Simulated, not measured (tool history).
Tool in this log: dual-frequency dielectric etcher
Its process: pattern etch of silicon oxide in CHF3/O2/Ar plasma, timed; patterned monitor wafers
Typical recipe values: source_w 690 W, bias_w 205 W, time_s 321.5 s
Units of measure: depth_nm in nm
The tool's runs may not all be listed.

run	hour	source_w	bias_w	time_s	wafers since the last listed run	hours since the last wet clean	hours since the last source power generator calibration	hours since the last bias power generator calibration	hours since the last upper electrode change	hours since the gauge calibration	read-back reference wafer on the same gauge, depth_nm	depth_nm
1	0	690	205	321.5	0	10.1	2271	3785.8	1749.7	328.7	634.9	671.4
2	34.4	690	205	321.5	119	44.5	2305.4	3820.2	1784.1	363.1	635.1	673.5
3	90.3	690	205	390	194	100.4	2361.3	3876.1	1840	419	634.5	816.6
4	168.8	690	205	390	273	178.9	2439.8	3954.6	1918.5	497.5	634.8	817.5
5	195.3	690	205	390	92	205.4	2466.3	3981.1	1945	524	635.3	818.9
6	242.7	690	205	321.5	165	252.8	2513.7	4028.5	1992.4	571.4	635.3	673.4
7	285.7	690	205	321.5	149	295.8	2556.7	4071.5	2035.4	614.4	635.1	671.9
# hour 323.9: source power generator calibrated
8	327.4	690	205	321.5	131	337.5	3.5	4113.2	2077.1	656.1	635	697.2
9	370.3	690	237	321.5	149	380.4	46.4	4156.1	2120	699	635.1	725.4
10	410.6	690	237	321.5	140	420.7	86.7	4196.4	2160.3	739.3	635.2	724.3
# hour 440.1: upper electrode replaced
11	458.2	600	205	321.5	82	468.3	134.3	4244	18.1	786.9	635.3	635.8
12	496.7	830	205	321.5	134	506.8	172.8	4282.5	56.6	825.4	635.3	771.1
# hour 509.1: bias power generator calibrated
# hour 526.7: wet clean of the chamber
13	534.2	690	205	321.5	55	7.5	210.3	25.1	94.1	862.9	635	694.7
14	572.8	840	246	245	134	46.1	248.9	63.7	132.7	901.5	634.9	621.5
# hour 582: gauge calibrated
15	632.4	690	205	321.5	207	105.7	308.5	123.3	192.3	50.4	635	692.3
16	702.1	570	163	288	242	175.4	378.2	193	262	120.1	634.8	514.7
17	737.6	690	205	321.5	123	210.9	413.7	228.5	297.5	155.6	634.6	692.4

Run 18, settings as shown, results not yet in. Your forecast:
18	766.2	690	205	321.5	99	239.5	442.3	257.1	326.1	184.2	?	?

{"run 18": {"read-back reference wafer on the same gauge, depth_nm": 635.2, "depth_nm": 686.1}}
If the tool had no hidden condition, the same run with the same run-to-run variation would have returned depth_nm 693.4 nm.
